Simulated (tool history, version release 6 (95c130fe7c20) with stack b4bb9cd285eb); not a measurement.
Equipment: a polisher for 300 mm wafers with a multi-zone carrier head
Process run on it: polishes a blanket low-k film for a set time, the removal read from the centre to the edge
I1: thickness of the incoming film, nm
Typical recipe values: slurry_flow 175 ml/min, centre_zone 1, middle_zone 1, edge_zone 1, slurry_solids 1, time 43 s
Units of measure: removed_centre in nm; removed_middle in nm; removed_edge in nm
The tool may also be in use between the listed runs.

Run 1, hour 0: usual settings but time 34 s; I1 465.9. Result: removed_centre 15 nm, removed_middle 13.4 nm, removed_edge 14.2 nm.
Run 2, hour 16.1: usual settings but time 34 s; I1 462.8. Result: removed_centre 15 nm, removed_middle 13.6 nm, removed_edge 14.3 nm.
Run 3, hour 50.2: usual settings; I1 453.6. Result: removed_centre 18.8 nm, removed_middle 16.5 nm, removed_edge 18.1 nm.
At hour 84.3: worn pad replaced by a new one.
Run 4, hour 85.8: usual settings but middle_zone 1.08; I1 464.1. Result: removed_centre 18.7 nm, removed_middle 17.9 nm, removed_edge 18.4 nm.
Run 5, hour 169.4: usual settings; I1 458.9. Result: removed_centre 18.9 nm, removed_middle 17.1 nm, removed_edge 17.8 nm.
Run 6, hour 196: usual settings; I1 457.3. Result: removed_centre 19.2 nm, removed_middle 16.5 nm, removed_edge 17.9 nm.
Run 7, hour 216.8: usual settings; I1 456.5. Result: removed_centre 19.2 nm, removed_middle 17.1 nm, removed_edge 18 nm.
At hour 238.8: edge zone pressure recalibrated.
Run 8, hour 239.3: usual settings but slurry_flow 160 ml/min; I1 456.4. Result: removed_centre 18.4 nm, removed_middle 16.7 nm, removed_edge 17.8 nm.
At hour 247.5: worn pad replaced by a new one.
Run 9, hour 269.2: usual settings but slurry_flow 160 ml/min; I1 468.2. Result: removed_centre 18.4 nm, removed_middle 16.8 nm, removed_edge 17.8 nm.
At hour 289.1: carrier head's membrane replaced by a new one.
Run 10, hour 289.6: usual settings but slurry_flow 160 ml/min; I1 469.8. Result: removed_centre 18.8 nm, removed_middle 16.4 nm, removed_edge 17.8 nm.
Run 11, hour 361.5: usual settings but slurry_flow 155 ml/min, middle_zone 0.89, time 33 s; I1 468.6. Result: removed_centre 14.1 nm, removed_middle 11.6 nm, removed_edge 13.5 nm.
Run 12, hour 376.7: usual settings but edge_zone 0.9; I1 452.4. Result: removed_centre 19 nm, removed_middle 17.1 nm, removed_edge 17 nm.
Run 13, hour 391.6: usual settings but middle_zone 1.11, edge_zone 1.07, time 34 s; I1 457.7. Result: removed_centre 15.1 nm, removed_middle 14.7 nm, removed_edge 14.8 nm.
At hour 410.6: worn pad replaced by a new one.
Run 14, hour 418.1: usual settings; I1 461.3. Result: removed_centre 18.9 nm, removed_middle 17 nm, removed_edge 18 nm.
Run 15, hour 485.2: usual settings but middle_zone 1.07, slurry_solids 1.25; I1 457.1. Result: removed_centre 20.3 nm, removed_middle 19.2 nm, removed_edge 19.7 nm.
At hour 496.7: centre zone pressure recalibrated.
Run 16, hour 514: usual settings but middle_zone 0.92, slurry_solids 1.3, time 50 s; I1 469.4. Result: removed_centre 21.6 nm, removed_middle 19.7 nm, removed_edge 23.1 nm.
Run 17, hour 540.4: usual settings but centre_zone 1.07, time 38 s; I1 459.3. Result: removed_centre 16.4 nm, removed_middle 15.2 nm, removed_edge 15.7 nm.
At hour 549.8: slurry nozzle cleaned.
At hour 560.5: worn pad replaced by a new one.
Run 18, hour 573.8: usual settings but slurry_flow 155 ml/min; I1 460.5. Result: removed_centre 17.2 nm, removed_middle 16.9 nm, removed_edge 17.9 nm.
Run 19, hour 602.5: usual settings; I1 462.7. Result: removed_centre 17.8 nm, removed_middle 17.4 nm, removed_edge 18.1 nm.
Run 20, hour 630.8: usual settings; I1 455.5. Result: removed_centre 18 nm, removed_middle 17.2 nm, removed_edge 18.4 nm.
Run 21, hour 656.9: usual settings but slurry_flow 125 ml/min, time 37 s; I1 457.3. Result: removed_centre 14 nm, removed_middle 13.6 nm, removed_edge 14.8 nm.
At hour 721.5: worn pad replaced by a new one.
Run 22, hour 731.7: usual settings but slurry_solids 1.15, time 56 s; I1 457.5. Result: removed_centre 24.2 nm, removed_middle 23.1 nm, removed_edge 24.5 nm.

Each row is a separate what-if for the run after 22, all from the same tool condition, not one after another. Results?
Run A, hour 732.1: usual settings; I1 465.8. Result: removed_centre ?, removed_middle ?, removed_edge ?.
Run B, hour 732.1: usual settings but edge_zone 0.92; I1 465.8. Result: removed_centre ?, removed_middle ?, removed_edge ?.
Run C, hour 732.1: usual settings but slurry_flow 125 ml/min, centre_zone 1.1; I1 465.8. Result: removed_centre ?, removed_middle ?, removed_edge ?.
Run D, hour 732.1: usual settings but centre_zone 1.11, middle_zone 1.05, edge_zone 0.9, slurry_solids 0.75; I1 465.8. Result: removed_centre ?, removed_middle ?, removed_edge ?.

run  removed_centre  removed_middle  removed_edge
  A            18.1            17.3          17.8
  B            18.1            17.3          17.1
  C            18.3            16.1          16.9
  D            18.4            16.5          15.5
Stripped of hidden state, with their random variation kept, the same runs would have yielded:
run  removed_centre  removed_middle  removed_edge
  A            17.2            17.3          17.8
  B            17.2            17.3          17.1
  C            17.4            16.1          16.9
  D            17.4            16.5          15.5
